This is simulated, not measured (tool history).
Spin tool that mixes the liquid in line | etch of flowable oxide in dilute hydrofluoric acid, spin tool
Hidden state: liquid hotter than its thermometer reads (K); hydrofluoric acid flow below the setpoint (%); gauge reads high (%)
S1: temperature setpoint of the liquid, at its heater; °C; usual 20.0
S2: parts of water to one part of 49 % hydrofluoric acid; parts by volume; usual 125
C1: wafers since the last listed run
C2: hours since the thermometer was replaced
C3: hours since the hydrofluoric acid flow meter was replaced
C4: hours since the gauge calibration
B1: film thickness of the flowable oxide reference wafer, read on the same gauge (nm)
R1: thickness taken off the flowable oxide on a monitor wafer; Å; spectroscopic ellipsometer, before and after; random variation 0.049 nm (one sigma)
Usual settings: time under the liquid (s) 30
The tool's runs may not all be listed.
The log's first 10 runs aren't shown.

Run 11, hour 703.2: usual settings but S2 135 parts by volume; C1 810; C2 255.2; C3 1727.9; C4 791.5; B1 90.01. Result: R1 115.1 Å.
Run 12, hour 783.5: usual settings but S2 140 parts by volume, time under the liquid (s) 25; C1 1135; C2 335.5; C3 1808.2; C4 871.8; B1 90.01. Result: R1 91.3 Å.
Run 13, hour 847.4: usual settings but S1 17.5 °C; C1 903; C2 399.4; C3 1872.1; C4 935.7; B1 90.00. Result: R1 112.8 Å.
At hour 860.2: hydrofluoric acid flow meter replaced.
Run 14, hour 888.3: usual settings but S1 17.0 °C; C1 564; C2 440.3; C3 28.1; C4 976.6; B1 90.00. Result: R1 117.2 Å.
Run 15, hour 993.5: usual settings but S2 100 parts by volume; C1 1487; C2 545.5; C3 133.3; C4 1081.8; B1 89.99. Result: R1 169.8 Å.
Run 16, hour 1098.5: usual settings but S2 80 parts by volume, time under the liquid (s) 35; C1 1484; C2 650.5; C3 238.3; C4 1186.8; B1 89.98. Result: R1 253.7 Å.
Run 17, hour 1151.1: usual settings but S1 23.0 °C, S2 180 parts by volume, time under the liquid (s) 20; C1 743; C2 703.1; C3 290.9; C4 1239.4; B1 90.02. Result: R1 64.7 Å.
Run 18, hour 1214.3: usual settings but S1 22.5 °C, S2 165 parts by volume, time under the liquid (s) 40; C1 893; C2 766.3; C3 354.1; C4 1302.6; B1 90.00. Result: R1 140.2 Å.
Run 19, hour 1294.8: usual settings but S1 17.0 °C, S2 85 parts by volume, time under the liquid (s) 25; C1 1138; C2 846.8; C3 434.6; C4 1383.1; B1 90.00. Result: R1 148.6 Å.
Run 20, hour 1372.7: usual settings; C1 1101; C2 924.7; C3 512.5; C4 1461.0; B1 90.01. Result: R1 130.9 Å.
At hour 1376.4: gauge calibrated.
Run 21, hour 1431.4: usual settings but S1 22.0 °C, S2 165 parts by volume, time under the liquid (s) 35; C1 830; C2 983.4; C3 571.2; C4 55.0; B1 90.00. Result: R1 120.2 Å.
Run 22, hour 1503.1: usual settings but S1 22.0 °C, S2 65 parts by volume, time under the liquid (s) 40; C1 1013; C2 1055.1; C3 642.9; C4 126.7; B1 89.99. Result: R1 390.2 Å.
Run 23, hour 1581.1: usual settings but S1 17.0 °C, time under the liquid (s) 40; C1 1102; C2 1133.1; C3 720.9; C4 204.7; B1 90.01. Result: R1 154.9 Å.
Run 24, hour 1633.0: usual settings but S2 180 parts by volume; C1 733; C2 1185.0; C3 772.8; C4 256.6; B1 90.01. Result: R1 85.6 Å.
Run 25, hour 1740.0: usual settings; C1 1512; C2 1292.0; C3 879.8; C4 363.6; B1 90.00. Result: R1 131.2 Å.
At hour 1744.7: thermometer replaced.
Run 26, hour 1782.3: usual settings but S2 75 parts by volume; C1 583; C2 37.6; C3 922.1; C4 405.9; B1 90.01. Result: R1 225.8 Å.
Run 27, hour 1844.5: usual settings; C1 879; C2 99.8; C3 984.3; C4 468.1; B1 90.00. Result: R1 126.9 Å.
Run 28, hour 1881.3: usual settings but S2 80 parts by volume, time under the liquid (s) 35; C1 520; C2 136.6; C3 1021.1; C4 504.9; B1 89.97. Result: R1 244.8 Å.
Run 29, hour 1940.9: usual settings but S1 23.0 °C, S2 180 parts by volume, time under the liquid (s) 20; C1 842; C2 196.2; C3 1080.7; C4 564.5; B1 89.99. Result: R1 62.5 Å.
Run 30, hour 2008.5: usual settings but S1 21.5 °C, S2 180 parts by volume; C1 955; C2 263.8; C3 1148.3; C4 632.1; B1 90.01. Result: R1 88.0 Å.
Run 31, hour 2103.6: usual settings but S1 24.0 °C, S2 175 parts by volume; C1 1344; C2 358.9; C3 1243.4; C4 727.2; B1 90.00. Result: R1 100.7 Å.
Run 32, hour 2148.9: usual settings but S1 22.0 °C, S2 180 parts by volume, time under the liquid (s) 15; C1 640; C2 404.2; C3 1288.7; C4 772.5; B1 89.98. Result: R1 45.2 Å.

Forecast each of these 5 alternatives for the next run:
Run A, hour 2149.3: usual settings; C1 5; C2 404.6; C3 1289.1; C4 772.9; B1 ?. Result: R1 ?.
Run B, hour 2149.3: usual settings but time under the liquid (s) 45; C1 5; C2 404.6; C3 1289.1; C4 772.9; B1 ?. Result: R1 ?.
Run C, hour 2149.3: usual settings but S2 145 parts by volume; C1 5; C2 404.6; C3 1289.1; C4 772.9; B1 ?. Result: R1 ?.
Run D, hour 2149.3: usual settings but S1 18.0 °C, S2 100 parts by volume; C1 5; C2 404.6; C3 1289.1; C4 772.9; B1 ?. Result: R1 ?.
Run E, hour 2149.3: usual settings but S1 23.5 °C, S2 170 parts by volume, time under the liquid (s) 45; C1 5; C2 404.6; C3 1289.1; C4 772.9; B1 ?. Result: R1 ?.

run     B1     R1
  A  89.99  127.5
  B  89.99  191.2
  C  89.99  107.5
  D  89.99  150.9
  E  89.99  153.2
Without the tool's hidden state the same runs would have given:
run     R1
  A  131.6
  B  197.4
  C  111.1
  D  155.6
  E  158.5

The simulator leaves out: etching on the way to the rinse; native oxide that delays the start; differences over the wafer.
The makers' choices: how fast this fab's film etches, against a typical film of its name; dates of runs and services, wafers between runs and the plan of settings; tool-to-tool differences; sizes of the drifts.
